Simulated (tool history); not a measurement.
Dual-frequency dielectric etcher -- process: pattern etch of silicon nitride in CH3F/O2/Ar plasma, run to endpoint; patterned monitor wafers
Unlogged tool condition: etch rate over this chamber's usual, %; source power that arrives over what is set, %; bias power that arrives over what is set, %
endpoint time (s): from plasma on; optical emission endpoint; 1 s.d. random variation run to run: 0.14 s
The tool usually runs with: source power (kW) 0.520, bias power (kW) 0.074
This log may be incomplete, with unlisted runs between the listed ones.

run,hour,source power (kW),bias power (kW),wafers since the last listed run,hours since the last wet clean,hours since the last source power generator calibration,hours since the last bias power generator calibration,hours since the last upper electrode change,"incoming incoming film thickness, nm",endpoint time (s)
1,0.0,0.600,0.074,0,437.2,2728.8,1408.9,3118.2,36.60,44.6
2,51.4,0.600,0.074,889,488.6,2780.2,1460.3,3169.6,37.13,45.5
3,63.6,0.600,0.074,211,500.8,2792.4,1472.5,3181.8,36.66,44.8
4,72.6,0.520,0.074,155,509.8,2801.4,1481.5,3190.8,36.76,47.9
5,81.0,0.570,0.074,145,518.2,2809.8,1489.9,3199.2,36.73,46.0
6,96.0,0.470,0.074,259,533.2,2824.8,1504.9,3214.2,37.13,50.5
7,107.5,0.520,0.074,198,544.7,2836.3,1516.4,3225.7,36.93,48.4
# hour 131.0: source power generator calibrated
# hour 131.9: wet clean of the chamber
8,132.4,0.520,0.074,347,0.5,1.4,1541.3,3250.6,36.48,46.5
9,132.7,0.520,0.074,5,0.8,1.7,1541.6,3250.9,36.68,46.5
10,138.9,0.590,0.074,107,7.0,7.9,1547.8,3257.1,37.21,44.7
11,152.2,0.590,0.074,230,20.3,21.2,1561.1,3270.4,36.75,44.7
12,161.5,0.520,0.085,160,29.6,30.5,1570.4,3279.7,36.93,44.0
13,168.0,0.460,0.088,112,36.1,37.0,1576.9,3286.2,36.56,45.5
14,185.9,0.460,0.088,309,54.0,54.9,1594.8,3304.1,36.90,46.1
15,197.5,0.520,0.074,200,65.6,66.5,1606.4,3315.7,37.05,47.4
16,207.5,0.520,0.074,173,75.6,76.5,1616.4,3325.7,36.94,47.3
# hour 239.7: upper electrode replaced
17,240.2,0.520,0.060,150,108.3,109.2,1649.1,0.5,36.70,51.7
18,240.5,0.520,0.074,5,108.6,109.5,1649.4,0.8,37.04,47.7
19,244.7,0.520,0.074,72,112.8,113.7,1653.6,5.0,36.91,47.2
20,255.4,0.630,0.080,185,123.5,124.4,1664.3,15.7,36.50,41.5
21,273.9,0.570,0.057,320,142.0,142.9,1682.8,34.2,36.92,50.8
22,284.5,0.470,0.063,183,152.6,153.5,1693.4,44.8,36.88,53.2
23,298.1,0.440,0.086,235,166.2,167.1,1707.0,58.4,36.77,47.4
# hour 318.4: bias power generator calibrated
24,318.9,0.620,0.069,290,187.0,187.9,0.5,79.2,37.01,45.4
25,331.2,0.480,0.090,212,199.3,200.2,12.8,91.5,36.70,44.9
26,347.0,0.640,0.063,273,215.1,216.0,28.6,107.3,36.73,46.5
27,362.1,0.590,0.088,261,230.2,231.1,43.7,122.4,36.93,41.5
28,378.2,0.590,0.074,278,246.3,247.2,59.8,138.5,36.93,45.0
29,389.3,0.480,0.060,192,257.4,258.3,70.9,149.6,36.72,53.7
30,400.8,0.520,0.080,198,268.9,269.8,82.4,161.1,37.17,46.5
31,409.8,0.410,0.064,155,277.9,278.8,91.4,170.1,37.04,56.2
32,422.8,0.570,0.085,224,290.9,291.8,104.4,183.1,36.59,42.9

Some steps in endpoint time (s), run to run, broken into two amounts with sign: the step expected even without the hidden condition (settings, incoming material, random variation), and the rest, left for the hidden condition together with whatever gauge scatter is not in both the measured and the hidden-condition-free result:
Run 1 -> 2: no setting touched and nothing written in the log between the runs. endpoint time (s) +0.9: hidden state +0.2, all else +0.7.
Run 3 -> 4: source power (kW) 0.600 -> 0.520. endpoint time (s) +3.1: hidden state +0.1, all else +3.0.
Run 7 -> 8: source power generator calibrated, wet clean of the chamber. endpoint time (s) -1.9: hidden state -1.3, all else -0.6.
Run 20 -> 21: source power (kW) 0.630 -> 0.570, bias power (kW) 0.080 -> 0.057. endpoint time (s) +9.3: hidden state +0.1, all else +9.2.
Run 30 -> 31: source power (kW) 0.520 -> 0.410, bias power (kW) 0.080 -> 0.064. endpoint time (s) +9.7: hidden state +0.1, all else +9.6.
Run 31 -> 32: source power (kW) 0.410 -> 0.570, bias power (kW) 0.064 -> 0.085. endpoint time (s) -13.3: hidden state -0.1, all else -13.2.
